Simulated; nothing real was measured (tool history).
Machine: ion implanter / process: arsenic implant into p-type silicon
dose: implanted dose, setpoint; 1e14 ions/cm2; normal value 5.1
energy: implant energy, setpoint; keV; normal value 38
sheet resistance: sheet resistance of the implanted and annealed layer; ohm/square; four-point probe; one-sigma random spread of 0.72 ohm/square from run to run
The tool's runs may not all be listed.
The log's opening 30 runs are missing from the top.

run,hour,dose,energy,wafers since the last listed run,hours since the last dose calibration,hours since the extraction supply was calibrated,hours since the gauge calibration,"read-back reference wafer on the same gauge, sheet resistance",sheet resistance
31,1555.1,5.1,38,593,943.9,1039.3,672.8,174.01,197.11
32,1612.2,3.65,31,894,1001,1096.4,729.9,173.89,261.74
33,1636.9,5.1,38,386,1025.7,1121.1,754.6,174.08,195.79
34,1672.3,5.75,38,554,1061.1,1156.5,790,173.87,179.28
35,1739.6,5.93,30.5,1054,1128.4,1223.8,857.3,173.87,182.84
36,1764.6,6.31,32.5,391,1153.4,1248.8,882.3,173.99,171.46
37,1815.7,5.1,46.5,800,1204.5,1299.9,933.4,173.9,191.29
38,1875.8,5.55,46,941,1264.6,1360,993.5,173.55,180.37

What if the next run were any one of these 3? Each begins from the tool's condition after run 38:
A,1876.2,5.1,38,6,1265,1360.4,993.9,?,?
B,1876.2,3.58,41.5,6,1265,1360.4,993.9,?,?
C,1876.2,5.96,50,6,1265,1360.4,993.9,?,?

run,"read-back reference wafer on the same gauge, sheet resistance",sheet resistance
A,174.22,197.72
B,174.22,256.53
C,174.22,168.99
Without the tool's unlogged condition, the same runs would have read:
run,sheet resistance
A,191.75
B,248.83
C,163.91
